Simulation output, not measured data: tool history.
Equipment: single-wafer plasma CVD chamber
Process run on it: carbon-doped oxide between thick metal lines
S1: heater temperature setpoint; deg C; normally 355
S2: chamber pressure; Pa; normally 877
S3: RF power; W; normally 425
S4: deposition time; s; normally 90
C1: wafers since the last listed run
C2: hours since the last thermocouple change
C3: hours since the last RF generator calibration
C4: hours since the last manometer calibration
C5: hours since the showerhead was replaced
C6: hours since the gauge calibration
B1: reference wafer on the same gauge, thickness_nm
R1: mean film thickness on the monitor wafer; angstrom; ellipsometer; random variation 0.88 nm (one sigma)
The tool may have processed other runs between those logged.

Run 1, hour 0: usual settings; C1 0; C2 2746.5; C3 1943.5; C4 2086.4; C5 6293.8; C6 133.6; B1 350.009. Result: R1 3863.29 angstrom.
Run 2, hour 11.2: usual settings; C1 175; C2 2757.7; C3 1954.7; C4 2097.6; C5 6305; C6 144.8; B1 350.042. Result: R1 3857.29 angstrom.
Run 3, hour 25.4: usual settings; C1 222; C2 2771.9; C3 1968.9; C4 2111.8; C5 6319.2; C6 159; B1 350.14. Result: R1 3867.04 angstrom.
Run 4, hour 39.8: usual settings but S2 1007 Pa, S3 475 W; C1 225; C2 2786.3; C3 1983.3; C4 2126.2; C5 6333.6; C6 173.4; B1 349.958. Result: R1 4181.27 angstrom.
Run 5, hour 48.4: usual settings; C1 134; C2 2794.9; C3 1991.9; C4 2134.8; C5 6342.2; C6 182; B1 349.988. Result: R1 3870.74 angstrom.
Run 6, hour 55.6: usual settings; C1 112; C2 2802.1; C3 1999.1; C4 2142; C5 6349.4; C6 189.2; B1 349.719. Result: R1 3859.67 angstrom.
Run 7, hour 62.4: usual settings; C1 106; C2 2808.9; C3 2005.9; C4 2148.8; C5 6356.2; C6 196; B1 349.767. Result: R1 3840.33 angstrom.
At hour 78.3: thermocouple changed; heater temperature recalibrated.
Run 8, hour 87.3: usual settings; C1 264; C2 9; C3 2030.8; C4 2173.7; C5 6381.1; C6 220.9; B1 350.043. Result: R1 3847.63 angstrom.
At hour 96.4: RF generator calibrated.
Run 9, hour 104.1: usual settings but S2 1083 Pa, S4 104.3 s; C1 137; C2 25.8; C3 7.7; C4 2190.5; C5 6397.9; C6 237.7; B1 350.054. Result: R1 4742.59 angstrom.
Run 10, hour 115.8: usual settings; C1 183; C2 37.5; C3 19.4; C4 2202.2; C5 6409.6; C6 249.4; B1 350.093. Result: R1 4040.63 angstrom.
Run 11, hour 131.5: usual settings but S1 360 deg C, S2 1013 Pa, S4 75 s; C1 245; C2 53.2; C3 35.1; C4 2217.9; C5 6425.3; C6 265.1; B1 349.755. Result: R1 3354.86 angstrom.
Run 12, hour 148: usual settings; C1 258; C2 69.7; C3 51.6; C4 2234.4; C5 6441.8; C6 281.6; B1 350.288. Result: R1 4027.24 angstrom.
Run 13, hour 156.4: usual settings; C1 131; C2 78.1; C3 60; C4 2242.8; C5 6450.2; C6 290; B1 349.923. Result: R1 4034.65 angstrom.
At hour 164: gauge calibrated.
At hour 172.8: showerhead replaced, of another model than before.
Run 14, hour 190.8: usual settings but S2 936 Pa, S4 106.5 s; C1 413; C2 112.5; C3 94.4; C4 2277.2; C5 18; C6 26.8; B1 349.945. Result: R1 4758.42 angstrom.
At hour 202.5: capacitance manometer re-zeroed and calibrated.
Run 15, hour 203: usual settings but S2 948 Pa; C1 65; C2 124.7; C3 106.6; C4 0.5; C5 30.2; C6 39; B1 349.93. Result: R1 4022.91 angstrom.
Run 16, hour 210.5: usual settings but S1 348 deg C, S3 455 W; C1 117; C2 132.2; C3 114.1; C4 8; C5 37.7; C6 46.5; B1 349.734. Result: R1 4371.21 angstrom.
Run 17, hour 223.8: usual settings but S1 362 deg C, S2 813 Pa, S4 79.4 s; C1 208; C2 145.5; C3 127.4; C4 21.3; C5 51; C6 59.8; B1 349.927. Result: R1 3438.28 angstrom.
Run 18, hour 230.7: usual settings; C1 107; C2 152.4; C3 134.3; C4 28.2; C5 57.9; C6 66.7; B1 350.077. Result: R1 4010.08 angstrom.
Run 19, hour 242.7: usual settings but S1 348 deg C, S3 510 W; C1 187; C2 164.4; C3 146.3; C4 40.2; C5 69.9; C6 78.7; B1 349.98. Result: R1 4773.95 angstrom.
Run 20, hour 254.9: usual settings but S1 347 deg C; C1 190; C2 176.6; C3 158.5; C4 52.4; C5 82.1; C6 90.9; B1 350.185. Result: R1 4087.75 angstrom.
Run 21, hour 272.5: usual settings but S2 743 Pa; C1 275; C2 194.2; C3 176.1; C4 70; C5 99.7; C6 108.5; B1 350.021. Result: R1 3926.7 angstrom.
Run 22, hour 287.5: usual settings but S1 345 deg C, S2 724 Pa, S3 350 W; C1 234; C2 209.2; C3 191.1; C4 85; C5 114.7; C6 123.5; B1 349.921. Result: R1 3303.59 angstrom.
Run 23, hour 299.3: usual settings but S1 360 deg C, S4 82.8 s; C1 184; C2 221; C3 202.9; C4 96.8; C5 126.5; C6 135.3; B1 350.178. Result: R1 3643.98 angstrom.
Run 24, hour 306: usual settings but S1 349 deg C, S2 1061 Pa, S4 80.2 s; C1 104; C2 227.7; C3 209.6; C4 103.5; C5 133.2; C6 142; B1 350.071. Result: R1 3664.09 angstrom.
Run 25, hour 315.1: usual settings but S1 368 deg C, S4 77.5 s; C1 142; C2 236.8; C3 218.7; C4 112.6; C5 142.3; C6 151.1; B1 349.994. Result: R1 3327.13 angstrom.
Run 26, hour 321.1: usual settings but S2 996 Pa, S4 84.9 s; C1 93; C2 242.8; C3 224.7; C4 118.6; C5 148.3; C6 157.1; B1 350.135. Result: R1 3805.03 angstrom.
Run 27, hour 332.2: usual settings; C1 173; C2 253.9; C3 235.8; C4 129.7; C5 159.4; C6 168.2; B1 350.045. Result: R1 3980.07 angstrom.

Alternative continuations, all from the tool just after run 27; predict every row:
Run A, hour 332.6: usual settings but S2 987 Pa; C1 6; C2 254.3; C3 236.2; C4 130.1; C5 159.8; C6 168.6; B1 ?. Result: R1 ?.
Run B, hour 332.6: usual settings but S2 1001 Pa; C1 6; C2 254.3; C3 236.2; C4 130.1; C5 159.8; C6 168.6; B1 ?. Result: R1 ?.
Run C, hour 332.6: usual settings but S2 960 Pa, S3 445 W, S4 79.6 s; C1 6; C2 254.3; C3 236.2; C4 130.1; C5 159.8; C6 168.6; B1 ?. Result: R1 ?.
Run D, hour 332.6: usual settings but S2 760 Pa, S4 98 s; C1 6; C2 254.3; C3 236.2; C4 130.1; C5 159.8; C6 168.6; B1 ?. Result: R1 ?.
Run E, hour 332.6: usual settings but S1 351 deg C, S3 355 W; C1 6; C2 254.3; C3 236.2; C4 130.1; C5 159.8; C6 168.6; B1 ?. Result: R1 ?.

run       B1       R1
  A  350.227  4025.83
  B  350.227  4029.62
  C  350.227  3718.25
  D  350.227  4291.21
  E  350.227  3356.16
Had the tool no hidden state, the same runs would have come out as:
run       R1
  A  4093.75
  B   4097.6
  C  3780.98
  D   4363.6
  E  3415.29
